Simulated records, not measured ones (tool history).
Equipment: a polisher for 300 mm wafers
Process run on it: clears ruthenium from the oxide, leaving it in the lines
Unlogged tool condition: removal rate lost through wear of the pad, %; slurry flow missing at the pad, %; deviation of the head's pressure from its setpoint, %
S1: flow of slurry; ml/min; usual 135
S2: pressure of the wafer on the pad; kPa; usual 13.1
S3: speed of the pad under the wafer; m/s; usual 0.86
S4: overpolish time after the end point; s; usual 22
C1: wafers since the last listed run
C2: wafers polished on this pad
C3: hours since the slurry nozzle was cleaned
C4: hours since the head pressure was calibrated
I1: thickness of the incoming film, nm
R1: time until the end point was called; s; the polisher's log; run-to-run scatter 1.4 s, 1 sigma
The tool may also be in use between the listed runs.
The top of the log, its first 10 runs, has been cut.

run 11 day=31.408 | S1=135 S2=13.1 S3=0.86 S4=22 | C1=591 C2=2215 C3=300.5 C4=432 | I1=109 | R1=155.3
run 12 day=35.567 | S1=135 S2=13.1 S3=0.86 S4=22 | C1=887 C2=3102 C3=400.3 C4=531.8 | I1=109.3 | R1=161.2
-- day=39.879 slurry nozzle cleaned
run 13 day=39.9 | S1=135 S2=13.1 S3=0.86 S4=22 | C1=915 C2=4018 C3=0.5 C4=635.8 | I1=109.9 | R1=154.7
run 14 day=41.542 | S1=135 S2=13.1 S3=0.86 S4=22 | C1=350 C2=4368 C3=39.9 C4=675.2 | I1=110.1 | R1=152.8
-- day=43.612 worn pad replaced by a new one
run 15 day=44.321 | S1=135 S2=13.1 S3=1.06 S4=27 | C1=557 C2=150 C3=106.6 C4=741.9 | I1=108.5 | R1=123.6
-- day=49.321 head pressure recalibrated
run 16 day=49.342 | S1=135 S2=13.1 S3=1.06 S4=27 | C1=1053 C2=1204 C3=227.1 C4=0.5 | I1=110.3 | R1=128.2
run 17 day=51.162 | S1=135 S2=15.9 S3=0.86 S4=22 | C1=388 C2=1592 C3=270.8 C4=44.2 | I1=109.5 | R1=129.2
run 18 day=53.608 | S1=150 S2=13.1 S3=0.86 S4=10 | C1=521 C2=2114 C3=329.5 C4=102.9 | I1=108.7 | R1=156.9
run 19 day=55.496 | S1=135 S2=13.1 S3=0.74 S4=22 | C1=402 C2=2517 C3=374.8 C4=148.2 | I1=110.6 | R1=186.7
run 20 day=58.346 | S1=100 S2=13.1 S3=0.86 S4=22 | C1=608 C2=3125 C3=443.2 C4=216.6 | I1=109.2 | R1=181.5
run 21 day=62.65 | S1=115 S2=10.3 S3=1.12 S4=14 | C1=918 C2=4043 C3=546.5 C4=319.9 | I1=111.3 | R1=183.2
-- day=63.45 slurry nozzle cleaned
-- day=64.546 worn pad replaced by a new one, of another model than before
run 22 day=71.917 | S1=135 S2=13.1 S3=0.98 S4=13 | C1=1932 C2=1572 C3=203.2 C4=542.3 | I1=108.5 | R1=139.2
-- day=80.521 head pressure recalibrated
-- day=84.679 worn pad replaced by a new one
run 23 day=84.746 | S1=90 S2=9 S3=0.86 S4=22 | C1=2683 C2=14 C3=511.1 C4=101.4 | I1=110.5 | R1=240
run 24 day=86.912 | S1=135 S2=15.9 S3=0.74 S4=22 | C1=462 C2=476 C3=563.1 C4=153.4 | I1=110.9 | R1=190.2
-- day=87.617 slurry nozzle cleaned
run 25 day=88.421 | S1=135 S2=14.5 S3=0.66 S4=17 | C1=312 C2=789 C3=19.3 C4=189.6 | I1=111.4 | R1=176.2
run 26 day=92.671 | S1=135 S2=13.1 S3=0.86 S4=22 | C1=906 C2=1696 C3=121.3 C4=291.6 | I1=109.7 | R1=155.4
run 27 day=96.288 | S1=145 S2=13.1 S3=1.06 S4=33 | C1=771 C2=2468 C3=208.1 C4=378.4 | I1=109.5 | R1=128.9
run 28 day=98.817 | S1=110 S2=16.5 S3=0.62 S4=10 | C1=539 C2=3007 C3=268.8 C4=439.1 | I1=110.5 | R1=190.2
run 29 day=103.058 | S1=110 S2=11.7 S3=1.04 S4=22 | C1=905 C2=3912 C3=370.6 C4=540.9 | I1=109.9 | R1=174.1
-- day=104.371 worn pad replaced by a new one
run 30 day=105.221 | S1=125 S2=13.1 S3=0.98 S4=27 | C1=425 C2=181 C3=422.5 C4=592.8 | I1=111 | R1=168.1
run 31 day=106.883 | S1=135 S2=13.1 S3=0.86 S4=22 | C1=354 C2=535 C3=462.4 C4=632.7 | I1=111 | R1=184.8
run 32 day=110.446 | S1=135 S2=13.1 S3=0.64 S4=30 | C1=760 C2=1296 C3=547.9 C4=718.2 | I1=109 | R1=243.7
-- day=111.425 head pressure recalibrated
-- day=111.712 slurry nozzle cleaned
run 33 day=112.6 | S1=135 S2=10.3 S3=1.02 S4=22 | C1=432 C2=1728 C3=21.3 C4=28.2 | I1=111.1 | R1=157
run 34 day=115.446 | S1=135 S2=13.1 S3=0.86 S4=22 | C1=607 C2=2336 C3=89.6 C4=96.5 | I1=110.9 | R1=155.2

Consider 4 possible next runs. They are alternatives, not a sequence: every one starts from the tool as it was left by run 34. What does each give?
run A day=115.467 | S1=135 S2=13.1 S3=0.86 S4=22 | C1=4 C2=2340 C3=90.1 C4=97 | I1=109.7 | R1=?
run B day=115.467 | S1=135 S2=13.1 S3=0.86 S4=17 | C1=4 C2=2340 C3=90.1 C4=97 | I1=109.7 | R1=?
run C day=115.467 | S1=135 S2=9.7 S3=0.86 S4=34 | C1=4 C2=2340 C3=90.1 C4=97 | I1=109.7 | R1=?
run D day=115.467 | S1=120 S2=10.3 S3=0.74 S4=14 | C1=4 C2=2340 C3=90.1 C4=97 | I1=109.7 | R1=?

run=A R1=155.5
run=B R1=155.5
run=C R1=187.7
run=D R1=210.2
What these runs would have given with no unlogged condition in the tool:
run=A R1=153.2
run=B R1=153.2
run=C R1=185
run=D R1=206.5
